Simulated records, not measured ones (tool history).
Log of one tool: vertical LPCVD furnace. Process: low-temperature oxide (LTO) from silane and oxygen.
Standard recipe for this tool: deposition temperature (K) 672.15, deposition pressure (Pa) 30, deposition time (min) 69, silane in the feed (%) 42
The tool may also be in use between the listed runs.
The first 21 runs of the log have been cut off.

run,hour,deposition temperature (K),deposition pressure (Pa),deposition time (min),silane in the feed (%),"read-back reference wafer on the same gauge, thickness",film thickness on the monitor wafer in the middle of the boat (angstrom)
22,267,672.15,30,69,42,739.81,6475.1
23,279,672.15,30,76,42,740.03,7139.4
24,285.3,672.15,32.7,69,42,740,7069.1
25,297.2,672.15,26,69,42,740.43,5645
26,314.8,672.15,30,69,39,740,5959.5
27,321.8,675.15,26.7,69,42,740.01,5963.8
28,339.5,672.15,30,69,48,740.13,7443.3
29,356.1,678.15,30,89.5,42,740.58,9002

Run 30, settings as shown, results not yet in. Your forecast:
30,372.7,667.15,28,69,35,?,?

read-back reference wafer on the same gauge, thickness: 740.08
film thickness on the monitor wafer in the middle of the boat (angstrom): 4567.2
Without the tool's hidden state the same run would have given film thickness on the monitor wafer in the middle of the boat (angstrom) 4515.6.

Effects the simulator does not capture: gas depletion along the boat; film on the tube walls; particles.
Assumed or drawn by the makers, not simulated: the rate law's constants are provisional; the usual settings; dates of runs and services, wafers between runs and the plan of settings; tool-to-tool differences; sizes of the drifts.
